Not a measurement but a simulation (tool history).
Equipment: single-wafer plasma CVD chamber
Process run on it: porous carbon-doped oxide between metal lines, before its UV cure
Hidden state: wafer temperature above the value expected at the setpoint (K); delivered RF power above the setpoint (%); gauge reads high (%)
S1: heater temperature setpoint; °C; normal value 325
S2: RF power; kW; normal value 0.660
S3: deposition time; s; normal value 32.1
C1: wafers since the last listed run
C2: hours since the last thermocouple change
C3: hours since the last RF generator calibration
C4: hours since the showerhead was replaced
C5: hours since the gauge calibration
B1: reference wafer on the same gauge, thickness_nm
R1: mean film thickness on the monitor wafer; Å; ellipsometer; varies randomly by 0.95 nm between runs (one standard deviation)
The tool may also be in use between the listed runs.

run 1 hour=0.0 | S1=325 S2=0.660 S3=32.1 | C1=0 C2=2558.4 C3=1193.4 C4=2346.1 C5=4.6 | B1=182.101 | R1=1721.50
run 2 hour=58.6 | S1=325 S2=0.660 S3=32.1 | C1=1005 C2=2617.0 C3=1252.0 C4=2404.7 C5=63.2 | B1=182.250 | R1=1729.70
run 3 hour=87.6 | S1=325 S2=0.660 S3=32.1 | C1=497 C2=2646.0 C3=1281.0 C4=2433.7 C5=92.2 | B1=182.029 | R1=1713.79
run 4 hour=140.5 | S1=325 S2=0.660 S3=32.1 | C1=907 C2=2698.9 C3=1333.9 C4=2486.6 C5=145.1 | B1=182.236 | R1=1714.22
run 5 hour=164.8 | S1=325 S2=0.660 S3=32.1 | C1=416 C2=2723.2 C3=1358.2 C4=2510.9 C5=169.4 | B1=181.874 | R1=1709.35
run 6 hour=200.7 | S1=325 S2=0.660 S3=32.1 | C1=615 C2=2759.1 C3=1394.1 C4=2546.8 C5=205.3 | B1=182.349 | R1=1713.29
run 7 hour=237.4 | S1=325 S2=0.660 S3=27.8 | C1=629 C2=2795.8 C3=1430.8 C4=2583.5 C5=242.0 | B1=181.821 | R1=1489.11
run 8 hour=273.7 | S1=325 S2=0.730 S3=32.1 | C1=622 C2=2832.1 C3=1467.1 C4=2619.8 C5=278.3 | B1=181.826 | R1=1822.12
-- hour=306.9 showerhead replaced
-- hour=441.1 RF generator calibrated
run 9 hour=463.0 | S1=325 S2=0.660 S3=28.8 | C1=2972 C2=3021.4 C3=21.9 C4=156.1 C5=467.6 | B1=182.100 | R1=1535.22
run 10 hour=506.1 | S1=337 S2=0.660 S3=32.1 | C1=739 C2=3064.5 C3=65.0 C4=199.2 C5=510.7 | B1=181.760 | R1=1618.42
run 11 hour=537.0 | S1=325 S2=0.625 S3=32.1 | C1=530 C2=3095.4 C3=95.9 C4=230.1 C5=541.6 | B1=182.288 | R1=1650.92
-- hour=595.7 gauge calibrated
run 12 hour=598.9 | S1=332 S2=0.585 S3=32.1 | C1=1061 C2=3157.3 C3=157.8 C4=292.0 C5=3.2 | B1=182.214 | R1=1557.25
-- hour=616.9 thermocouple changed; heater temperature recalibrated
run 13 hour=626.3 | S1=325 S2=0.775 S3=32.1 | C1=332 C2=9.4 C3=185.2 C4=319.4 C5=30.6 | B1=181.642 | R1=1890.52
run 14 hour=651.9 | S1=325 S2=0.660 S3=27.8 | C1=439 C2=35.0 C3=210.8 C4=345.0 C5=56.2 | B1=181.986 | R1=1491.04
run 15 hour=720.8 | S1=325 S2=0.730 S3=32.1 | C1=1181 C2=103.9 C3=279.7 C4=413.9 C5=125.1 | B1=181.962 | R1=1822.09
run 16 hour=770.8 | S1=339 S2=0.615 S3=36.7 | C1=857 C2=153.9 C3=329.7 C4=463.9 C5=175.1 | B1=182.054 | R1=1754.95
run 17 hour=835.5 | S1=325 S2=0.660 S3=32.1 | C1=1109 C2=218.6 C3=394.4 C4=528.6 C5=239.8 | B1=181.817 | R1=1702.42
run 18 hour=890.9 | S1=325 S2=0.660 S3=32.1 | C1=950 C2=274.0 C3=449.8 C4=584.0 C5=295.2 | B1=181.978 | R1=1710.12
run 19 hour=961.5 | S1=339 S2=0.660 S3=32.1 | C1=1211 C2=344.6 C3=520.4 C4=654.6 C5=365.8 | B1=181.933 | R1=1613.28
run 20 hour=993.5 | S1=325 S2=0.660 S3=34.3 | C1=548 C2=376.6 C3=552.4 C4=686.6 C5=397.8 | B1=181.660 | R1=1813.24

4 ways to go on from here, each from the tool as it stands after run 20. What would each give?
run A hour=993.9 | S1=325 S2=0.660 S3=29.6 | C1=6 C2=377.0 C3=552.8 C4=687.0 C5=398.2 | B1=? | R1=?
run B hour=993.9 | S1=325 S2=0.560 S3=33.9 | C1=6 C2=377.0 C3=552.8 C4=687.0 C5=398.2 | B1=? | R1=?
run C hour=993.9 | S1=340 S2=0.710 S3=36.9 | C1=6 C2=377.0 C3=552.8 C4=687.0 C5=398.2 | B1=? | R1=?
run D hour=993.9 | S1=312 S2=0.770 S3=29.3 | C1=6 C2=377.0 C3=552.8 C4=687.0 C5=398.2 | B1=? | R1=?

run=A B1=182.119 R1=1589.83
run=B B1=182.119 R1=1642.75
run=C B1=182.119 R1=1911.99
run=D B1=182.119 R1=1853.07
With the hidden condition removed and each run's random variation left untouched, the same runs would have given:
run=A R1=1589.83
run=B R1=1642.75
run=C R1=1911.99
run=D R1=1853.07
